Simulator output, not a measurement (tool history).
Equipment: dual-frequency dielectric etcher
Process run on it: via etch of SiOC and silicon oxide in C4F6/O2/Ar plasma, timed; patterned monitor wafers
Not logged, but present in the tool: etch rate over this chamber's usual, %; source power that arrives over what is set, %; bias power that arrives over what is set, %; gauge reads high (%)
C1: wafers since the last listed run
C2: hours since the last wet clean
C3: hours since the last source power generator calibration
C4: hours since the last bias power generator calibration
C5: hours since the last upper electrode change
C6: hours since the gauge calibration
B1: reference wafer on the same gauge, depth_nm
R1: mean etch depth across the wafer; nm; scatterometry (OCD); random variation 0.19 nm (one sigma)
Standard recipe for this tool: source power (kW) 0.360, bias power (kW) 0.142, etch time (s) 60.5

run 1 hour=0.0 | source_power_(kW)=0.360 bias_power_(kW)=0.142 etch_time_(s)=60.5 | C1=0 C2=0.5 C3=3045.7 C4=1944.6 C5=3796.2 C6=1082.1 | B1=46.5 | R1=54.8
run 2 hour=41.4 | source_power_(kW)=0.360 bias_power_(kW)=0.142 etch_time_(s)=48.5 | C1=617 C2=41.9 C3=3087.1 C4=1986.0 C5=3837.6 C6=1123.5 | B1=46.5 | R1=44.3
run 3 hour=94.2 | source_power_(kW)=0.360 bias_power_(kW)=0.142 etch_time_(s)=48.5 | C1=787 C2=94.7 C3=3139.9 C4=2038.8 C5=3890.4 C6=1176.3 | B1=46.5 | R1=44.5
run 4 hour=127.4 | source_power_(kW)=0.360 bias_power_(kW)=0.142 etch_time_(s)=48.5 | C1=495 C2=127.9 C3=3173.1 C4=2072.0 C5=3923.6 C6=1209.5 | B1=46.5 | R1=44.8
run 5 hour=164.6 | source_power_(kW)=0.360 bias_power_(kW)=0.142 etch_time_(s)=60.5 | C1=554 C2=165.1 C3=3210.3 C4=2109.2 C5=3960.8 C6=1246.7 | B1=46.5 | R1=55.6
run 6 hour=207.2 | source_power_(kW)=0.360 bias_power_(kW)=0.142 etch_time_(s)=60.5 | C1=635 C2=207.7 C3=3252.9 C4=2151.8 C5=4003.4 C6=1289.3 | B1=46.5 | R1=56.0
-- hour=265.0 gauge calibrated
run 7 hour=278.9 | source_power_(kW)=0.360 bias_power_(kW)=0.142 etch_time_(s)=60.5 | C1=1069 C2=279.4 C3=3324.6 C4=2223.5 C5=4075.1 C6=13.9 | B1=46.5 | R1=56.1
run 8 hour=303.5 | source_power_(kW)=0.360 bias_power_(kW)=0.142 etch_time_(s)=60.5 | C1=366 C2=304.0 C3=3349.2 C4=2248.1 C5=4099.7 C6=38.5 | B1=46.5 | R1=56.3
run 9 hour=356.1 | source_power_(kW)=0.360 bias_power_(kW)=0.142 etch_time_(s)=60.5 | C1=784 C2=356.6 C3=3401.8 C4=2300.7 C5=4152.3 C6=91.1 | B1=46.5 | R1=56.5
run 10 hour=398.5 | source_power_(kW)=0.360 bias_power_(kW)=0.142 etch_time_(s)=68.5 | C1=632 C2=399.0 C3=3444.2 C4=2343.1 C5=4194.7 C6=133.5 | B1=46.5 | R1=64.0
-- hour=459.8 wet clean of the chamber
run 11 hour=460.3 | source_power_(kW)=0.360 bias_power_(kW)=0.142 etch_time_(s)=73.5 | C1=563 C2=0.5 C3=3506.0 C4=2404.9 C5=4256.5 C6=195.3 | B1=46.5 | R1=67.4
run 12 hour=486.2 | source_power_(kW)=0.360 bias_power_(kW)=0.131 etch_time_(s)=60.5 | C1=386 C2=26.4 C3=3531.9 C4=2430.8 C5=4282.4 C6=221.2 | B1=46.4 | R1=54.8
run 13 hour=520.7 | source_power_(kW)=0.360 bias_power_(kW)=0.142 etch_time_(s)=60.5 | C1=514 C2=60.9 C3=3566.4 C4=2465.3 C5=4316.9 C6=255.7 | B1=46.5 | R1=56.1
run 14 hour=570.0 | source_power_(kW)=0.410 bias_power_(kW)=0.162 etch_time_(s)=60.5 | C1=735 C2=110.2 C3=3615.7 C4=2514.6 C5=4366.2 C6=305.0 | B1=46.5 | R1=60.3
-- hour=579.9 bias power generator calibrated
run 15 hour=607.5 | source_power_(kW)=0.420 bias_power_(kW)=0.172 etch_time_(s)=66.0 | C1=499 C2=147.7 C3=3653.2 C4=27.6 C5=4403.7 C6=342.5 | B1=46.5 | R1=67.4
-- hour=670.0 source power generator calibrated
run 16 hour=676.3 | source_power_(kW)=0.360 bias_power_(kW)=0.142 etch_time_(s)=60.5 | C1=966 C2=216.5 C3=6.3 C4=96.4 C5=4472.5 C6=411.3 | B1=46.4 | R1=56.2
run 17 hour=719.8 | source_power_(kW)=0.360 bias_power_(kW)=0.142 etch_time_(s)=60.5 | C1=648 C2=260.0 C3=49.8 C4=139.9 C5=4516.0 C6=454.8 | B1=46.5 | R1=56.6
-- hour=752.8 upper electrode replaced
run 18 hour=765.4 | source_power_(kW)=0.330 bias_power_(kW)=0.109 etch_time_(s)=72.0 | C1=322 C2=305.6 C3=95.4 C4=185.5 C5=12.6 C6=500.4 | B1=46.5 | R1=62.0
run 19 hour=835.1 | source_power_(kW)=0.270 bias_power_(kW)=0.132 etch_time_(s)=51.5 | C1=1039 C2=375.3 C3=165.1 C4=255.2 C5=82.3 C6=570.1 | B1=46.5 | R1=43.6
run 20 hour=872.1 | source_power_(kW)=0.360 bias_power_(kW)=0.142 etch_time_(s)=60.5 | C1=551 C2=412.3 C3=202.1 C4=292.2 C5=119.3 C6=607.1 | B1=46.5 | R1=57.2
run 21 hour=937.7 | source_power_(kW)=0.410 bias_power_(kW)=0.142 etch_time_(s)=60.5 | C1=978 C2=477.9 C3=267.7 C4=357.8 C5=184.9 C6=672.7 | B1=46.5 | R1=60.0
run 22 hour=1004.8 | source_power_(kW)=0.320 bias_power_(kW)=0.142 etch_time_(s)=48.0 | C1=1000 C2=545.0 C3=334.8 C4=424.9 C5=252.0 C6=739.8 | B1=46.5 | R1=44.1
-- hour=1033.1 wet clean of the chamber
run 23 hour=1053.4 | source_power_(kW)=0.360 bias_power_(kW)=0.142 etch_time_(s)=60.5 | C1=366 C2=20.3 C3=383.4 C4=473.5 C5=300.6 C6=788.4 | B1=46.5 | R1=55.8
run 24 hour=1097.9 | source_power_(kW)=0.440 bias_power_(kW)=0.142 etch_time_(s)=44.5 | C1=663 C2=64.8 C3=427.9 C4=518.0 C5=345.1 C6=832.9 | B1=46.5 | R1=44.1
run 25 hour=1162.4 | source_power_(kW)=0.360 bias_power_(kW)=0.142 etch_time_(s)=50.0 | C1=961 C2=129.3 C3=492.4 C4=582.5 C5=409.6 C6=897.4 | B1=46.5 | R1=46.8
run 26 hour=1188.3 | source_power_(kW)=0.290 bias_power_(kW)=0.142 etch_time_(s)=48.5 | C1=386 C2=155.2 C3=518.3 C4=608.4 C5=435.5 C6=923.3 | B1=46.5 | R1=42.0
run 27 hour=1246.0 | source_power_(kW)=0.330 bias_power_(kW)=0.175 etch_time_(s)=60.5 | C1=860 C2=212.9 C3=576.0 C4=666.1 C5=493.2 C6=981.0 | B1=46.6 | R1=57.9
run 28 hour=1301.0 | source_power_(kW)=0.300 bias_power_(kW)=0.168 etch_time_(s)=45.5 | C1=820 C2=267.9 C3=631.0 C4=721.1 C5=548.2 C6=1036.0 | B1=46.5 | R1=41.5
run 29 hour=1333.0 | source_power_(kW)=0.320 bias_power_(kW)=0.131 etch_time_(s)=55.5 | C1=477 C2=299.9 C3=663.0 C4=753.1 C5=580.2 C6=1068.0 | B1=46.5 | R1=49.6
run 30 hour=1389.4 | source_power_(kW)=0.360 bias_power_(kW)=0.142 etch_time_(s)=60.5 | C1=841 C2=356.3 C3=719.4 C4=809.5 C5=636.6 C6=1124.4 | B1=46.5 | R1=57.5

Consider 4 possible next runs. They are alternatives, not a sequence: every one starts from the tool as it was left by run 30. What does each give?
run A hour=1389.8 | source_power_(kW)=0.420 bias_power_(kW)=0.142 etch_time_(s)=60.5 | C1=5 C2=356.7 C3=719.8 C4=809.9 C5=637.0 C6=1124.8 | B1=? | R1=?
run B hour=1389.8 | source_power_(kW)=0.360 bias_power_(kW)=0.151 etch_time_(s)=60.5 | C1=5 C2=356.7 C3=719.8 C4=809.9 C5=637.0 C6=1124.8 | B1=? | R1=?
run C hour=1389.8 | source_power_(kW)=0.360 bias_power_(kW)=0.142 etch_time_(s)=53.0 | C1=5 C2=356.7 C3=719.8 C4=809.9 C5=637.0 C6=1124.8 | B1=? | R1=?
run D hour=1389.8 | source_power_(kW)=0.360 bias_power_(kW)=0.155 etch_time_(s)=60.5 | C1=5 C2=356.7 C3=719.8 C4=809.9 C5=637.0 C6=1124.8 | B1=? | R1=?

run=A B1=46.5 R1=60.2
run=B B1=46.5 R1=57.9
run=C B1=46.5 R1=50.1
run=D B1=46.5 R1=58.3
With the hidden condition removed and each run's random variation left untouched, the same runs would have given:
run=A R1=58.4
run=B R1=56.2
run=C R1=48.6
run=D R1=56.5

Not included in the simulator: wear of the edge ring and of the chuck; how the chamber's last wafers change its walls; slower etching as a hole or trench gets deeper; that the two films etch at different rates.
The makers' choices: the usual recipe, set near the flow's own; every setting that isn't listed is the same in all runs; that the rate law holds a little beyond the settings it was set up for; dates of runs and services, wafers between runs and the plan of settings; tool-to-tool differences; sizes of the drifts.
